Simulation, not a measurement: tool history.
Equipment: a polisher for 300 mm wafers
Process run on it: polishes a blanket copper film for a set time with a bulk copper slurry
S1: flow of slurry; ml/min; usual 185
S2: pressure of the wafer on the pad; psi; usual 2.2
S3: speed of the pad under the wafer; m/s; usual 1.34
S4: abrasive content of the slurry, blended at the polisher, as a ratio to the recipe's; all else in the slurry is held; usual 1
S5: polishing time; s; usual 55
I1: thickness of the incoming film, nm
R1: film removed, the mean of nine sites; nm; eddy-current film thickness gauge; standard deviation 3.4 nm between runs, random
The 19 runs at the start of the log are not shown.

run 20 hour=1046.5 | S1=185 S2=2.2 S3=1.34 S4=1 S5=55 | I1=2023.1 | R1=531.6
-- hour=1161.6 slurry blender recalibrated
-- hour=1181 worn pad replaced by a new one
run 21 hour=1233.1 | S1=185 S2=2.8 S3=1.2 S4=1.1 S5=70 | I1=2017.6 | R1=798.4
run 22 hour=1285.8 | S1=185 S2=2.8 S3=1.34 S4=1 S5=45 | I1=2050.3 | R1=539.9
-- hour=1322.7 slurry nozzle cleaned
run 23 hour=1330.2 | S1=185 S2=2.2 S3=1.76 S4=1 S5=55 | I1=2054 | R1=650.3
run 24 hour=1378.6 | S1=185 S2=1.7 S3=1.54 S4=0.85 S5=44 | I1=2026.4 | R1=348.6
run 25 hour=1422.5 | S1=185 S2=2.2 S3=1.34 S4=1 S5=55 | I1=2061.7 | R1=523.9
run 26 hour=1470.9 | S1=185 S2=2.5 S3=1.34 S4=1 S5=55 | I1=2036.8 | R1=586.5
run 27 hour=1512.7 | S1=185 S2=2.2 S3=1.34 S4=1.1 S5=55 | I1=2051.4 | R1=535.7
-- hour=1542.9 slurry blender recalibrated
run 28 hour=1551 | S1=120 S2=2.2 S3=1.62 S4=1 S5=55 | I1=2013.9 | R1=552.8
run 29 hour=1604.9 | S1=185 S2=2.8 S3=1.34 S4=1 S5=55 | I1=2047 | R1=652.5
run 30 hour=1629.8 | S1=235 S2=2.2 S3=1.34 S4=0.85 S5=47 | I1=2005.2 | R1=440

Branching from run 30: 4 alternative next runs. What would each branch give?
run A hour=1630.2 | S1=185 S2=2.2 S3=1.34 S4=1 S5=72 | I1=2053.5 | R1=?
run B hour=1630.2 | S1=225 S2=2.7 S3=1.34 S4=0.7 S5=47 | I1=2053.5 | R1=?
run C hour=1630.2 | S1=185 S2=2.2 S3=1.34 S4=1.15 S5=55 | I1=2053.5 | R1=?
run D hour=1630.2 | S1=185 S2=2.8 S3=1.78 S4=1 S5=40 | I1=2053.5 | R1=?

run=A R1=678.6
run=B R1=510.9
run=C R1=535.2
run=D R1=589.3
Without the tool's hidden state the same runs would have given:
run=A R1=726.3
run=B R1=546.8
run=C R1=572.7
run=D R1=630.7

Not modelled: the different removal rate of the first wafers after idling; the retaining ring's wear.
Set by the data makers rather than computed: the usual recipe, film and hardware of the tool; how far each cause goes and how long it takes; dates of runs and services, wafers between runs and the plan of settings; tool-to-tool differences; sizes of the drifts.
